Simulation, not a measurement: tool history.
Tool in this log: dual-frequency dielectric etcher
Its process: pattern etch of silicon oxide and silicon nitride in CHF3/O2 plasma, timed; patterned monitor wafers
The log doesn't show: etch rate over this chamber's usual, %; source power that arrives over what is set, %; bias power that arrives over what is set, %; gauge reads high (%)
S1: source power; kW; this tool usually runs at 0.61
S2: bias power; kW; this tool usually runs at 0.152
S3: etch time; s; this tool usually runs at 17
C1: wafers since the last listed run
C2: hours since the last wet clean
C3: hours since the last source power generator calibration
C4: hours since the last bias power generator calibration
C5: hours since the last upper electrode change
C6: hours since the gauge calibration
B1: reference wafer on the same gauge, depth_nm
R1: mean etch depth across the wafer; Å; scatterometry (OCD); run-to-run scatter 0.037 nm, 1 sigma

run   hour    S1     S2    S3   C1     C2      C3      C4      C5     C6     B1     R1
  1      0  0.61  0.181    18    0    131  1334.8  2695.4  2182.3   29.7  29.19  277.5
  2    6.2  0.61  0.181    18  105  137.2    1341  2701.6  2188.5   35.9   29.2  277.7
  3   20.3  0.61  0.152    17  240  151.3  1355.1  2715.7  2202.6     50  29.19  247.3
  4   36.6  0.61  0.152    17  278  167.6  1371.4    2732  2218.9   66.3   29.2  247.7
  5   48.6  0.61  0.152    17  204  179.6  1383.4    2744  2230.9   78.3   29.2  247.3
  6   62.4  0.61  0.152    17  235  193.4  1397.2  2757.8  2244.7   92.1  29.19  247.5
  7   68.4  0.61  0.152    17  102  199.4  1403.2  2763.8  2250.7   98.1   29.2  246.9
  8   81.7  0.61  0.152    17  226  212.7  1416.5  2777.1    2264  111.4  29.21  247.8
  9   91.8  0.61  0.152    17  172  222.8  1426.6  2787.2  2274.1  121.5   29.2  247.2
       110  -- source power generator calibrated
 10  116.8  0.61  0.152    17  358  247.8     6.8  2812.2  2299.1  146.5   29.2  246.6
 11  124.4  0.61  0.152    17  129  255.4    14.4  2819.8  2306.7  154.1  29.22    247
 12  136.7  0.61  0.152    17  209  267.7    26.7  2832.1    2319  166.4   29.2  246.6
 13  143.2  0.61  0.152    17  110  274.2    33.2  2838.6  2325.5  172.9  29.21  246.7
 14  155.6   0.5  0.152    17  211  286.6    45.6    2851  2337.9  185.3   29.2  224.4
 15  163.8  0.56  0.152    17  139  294.8    53.8  2859.2  2346.1  193.5   29.2  236.7
 16  178.3  0.61  0.152    17  247  309.3    68.3  2873.7  2360.6    208  29.21    246
 17  190.2  0.53  0.179    19  203  321.2    80.2  2885.6  2372.5  219.9   29.2  272.3
     195.7  -- gauge calibrated
     221.7  -- bias power generator calibrated
     224.6  -- wet clean of the chamber
     234.1  -- upper electrode replaced
 18  234.6  0.71  0.152    17  477     10   124.6    12.9     0.5   38.9  29.19  267.2
 19  234.9  0.61   0.18    17    5   10.3   124.9    13.2     0.8   39.2  29.21  262.9
 20  235.2  0.61   0.14    20    5   10.6   125.2    13.5     1.1   39.5   29.2  285.9
 21    244  0.61  0.152    17  150   19.4     134    22.3     9.9   48.3  29.19  249.8
 22  253.3  0.47  0.137  20.5  158   28.7   143.3    31.6    19.2   57.6   29.2  257.5
 23  260.4  0.61  0.152    15  121   35.8   150.4    38.7    26.3   64.7  29.19  219.6
 24    267  0.67  0.118    17  112   42.4     157    45.3    32.9   71.3  29.21  241.7
 25    274  0.71  0.152    17  119   49.4     164    52.3    39.9   78.3  29.19  266.8
 26  282.4  0.75  0.152    17  143   57.8   172.4    60.7    48.3   86.7   29.2  273.9
 27  289.6  0.66  0.152    17  122     65   179.6    67.9    55.5   93.9   29.2  258.2
 28  296.2  0.73  0.152  21.5  112   71.6   186.2    74.5    62.1  100.5   29.2  341.9
 29  312.7  0.54  0.152  20.5  281   88.1   202.7      91    78.6    117   29.2  283.7

Forecast each of these 5 alternatives for the next run:
  A  313.1  0.61  0.152    17   6  88.5  203.1  91.4  79  117.4   ?   ?
  B  313.1  0.61  0.152  14.5   6  88.5  203.1  91.4  79  117.4   ?   ?
  C  313.1  0.55  0.152  20.5   6  88.5  203.1  91.4  79  117.4   ?   ?
  D  313.1  0.76  0.189    17   6  88.5  203.1  91.4  79  117.4   ?   ?
  E  313.1  0.54  0.141    20   6  88.5  203.1  91.4  79  117.4   ?   ?

run     B1     R1
  A  29.21  248.4
  B  29.21  211.8
  C  29.21  285.4
  D  29.21    294
  E  29.21  269.6
Take away the tool's hidden state, keep each run's random variation, and the runs would have read:
run     R1
  A    249
  B  212.4
  C  286.1
  D  294.7
  E  270.3
